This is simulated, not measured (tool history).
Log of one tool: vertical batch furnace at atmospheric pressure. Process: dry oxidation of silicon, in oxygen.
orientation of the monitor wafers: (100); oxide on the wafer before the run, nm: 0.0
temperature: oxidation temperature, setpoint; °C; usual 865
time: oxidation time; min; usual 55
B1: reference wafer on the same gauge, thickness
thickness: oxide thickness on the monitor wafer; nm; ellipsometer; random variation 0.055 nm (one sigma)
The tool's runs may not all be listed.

{"run": 1, "hour": 0.0, "temperature": 865, "time": 55, "B1": 14.6, "thickness": 12.21}
{"run": 2, "hour": 23.2, "temperature": 865, "time": 55, "B1": 14.61, "thickness": 12.18}
{"run": 3, "hour": 46.7, "temperature": 865, "time": 55, "B1": 14.59, "thickness": 12.22}
{"run": 4, "hour": 66.6, "temperature": 865, "time": 34, "B1": 14.6, "thickness": 8.64}
{"run": 5, "hour": 99.9, "temperature": 865, "time": 34, "B1": 14.59, "thickness": 8.64}
{"run": 6, "hour": 123.0, "temperature": 878, "time": 55, "B1": 14.6, "thickness": 14.1}
{"run": 7, "hour": 147.8, "temperature": 865, "time": 76.5, "B1": 14.6, "thickness": 15.33}
{"run": 8, "hour": 162.1, "temperature": 865, "time": 76.5, "B1": 14.57, "thickness": 15.21}
{"run": 9, "hour": 193.8, "temperature": 865, "time": 55, "B1": 14.61, "thickness": 12.14}
{"run": 10, "hour": 228.3, "temperature": 865, "time": 55, "B1": 14.61, "thickness": 12.2}
{"run": 11, "hour": 249.7, "temperature": 865, "time": 55, "B1": 14.61, "thickness": 12.22}
{"run": 12, "hour": 277.4, "temperature": 884, "time": 37, "B1": 14.6, "thickness": 11.47}
{"run": 13, "hour": 346.6, "temperature": 884, "time": 37, "B1": 14.61, "thickness": 11.36}
{"run": 14, "hour": 368.7, "temperature": 865, "time": 55, "B1": 14.6, "thickness": 12.21}
{"run": 15, "hour": 383.7, "temperature": 865, "time": 55, "B1": 14.58, "thickness": 12.21}
{"run": 16, "hour": 414.0, "temperature": 865, "time": 55, "B1": 14.59, "thickness": 12.17}
{"run": 17, "hour": 446.2, "temperature": 865, "time": 55, "B1": 14.62, "thickness": 12.21}
{"run": 18, "hour": 491.6, "temperature": 865, "time": 55, "B1": 14.59, "thickness": 12.21}
{"run": 19, "hour": 507.6, "temperature": 865, "time": 29, "B1": 14.59, "thickness": 7.74}
{"run": 20, "hour": 527.7, "temperature": 878, "time": 72, "B1": 14.59, "thickness": 16.94}
{"run": 21, "hour": 551.1, "temperature": 885, "time": 55, "B1": 14.6, "thickness": 15.26}
{"run": 22, "hour": 579.5, "temperature": 842, "time": 41, "B1": 14.61, "thickness": 7.47}
{"run": 23, "hour": 603.8, "temperature": 846, "time": 65.5, "B1": 14.6, "thickness": 10.96}
{"run": 24, "hour": 618.5, "temperature": 865, "time": 63, "B1": 14.61, "thickness": 13.43}
{"run": 25, "hour": 649.6, "temperature": 865, "time": 55, "B1": 14.6, "thickness": 12.21}
{"run": 26, "hour": 654.7, "temperature": 858, "time": 78, "B1": 14.61, "thickness": 14.3}
{"run": 27, "hour": 675.2, "temperature": 879, "time": 47.5, "B1": 14.61, "thickness": 12.83}
{"run": 28, "hour": 706.3, "temperature": 865, "time": 55, "B1": 14.6, "thickness": 12.28}
{"run": 29, "hour": 739.2, "temperature": 842, "time": 41, "B1": 14.61, "thickness": 7.44}
{"run": 30, "hour": 755.8, "temperature": 873, "time": 82, "B1": 14.61, "thickness": 17.36}
{"run": 31, "hour": 779.0, "temperature": 845, "time": 73.5, "B1": 14.59, "thickness": 11.86}
{"run": 32, "hour": 807.0, "temperature": 865, "time": 55, "B1": 14.6, "thickness": 12.17}
{"run": 33, "hour": 841.9, "temperature": 846, "time": 55, "B1": 14.58, "thickness": 9.71}
{"run": 34, "hour": 867.2, "temperature": 887, "time": 70.5, "B1": 14.6, "thickness": 18.54}
{"run": 35, "hour": 881.7, "temperature": 865, "time": 55, "B1": 14.62, "thickness": 12.19}
{"run": 36, "hour": 913.8, "temperature": 852, "time": 46, "B1": 14.61, "thickness": 9.21}

Not shown: 3 entries that the log had between the listed runs. Between which runs, and how does the tool's hidden state differ before and after?
Between runs 15 and 16: gauge calibrated (hour 397.4)
  no hidden state differs between the two runs
Between runs 17 and 18: boat lift adjusted (hour 491.1)
  no hidden state differs between the two runs
Between runs 24 and 25: thermocouples replaced and temperature profile calibrated (hour 649.1)
  no hidden state differs between the two runs

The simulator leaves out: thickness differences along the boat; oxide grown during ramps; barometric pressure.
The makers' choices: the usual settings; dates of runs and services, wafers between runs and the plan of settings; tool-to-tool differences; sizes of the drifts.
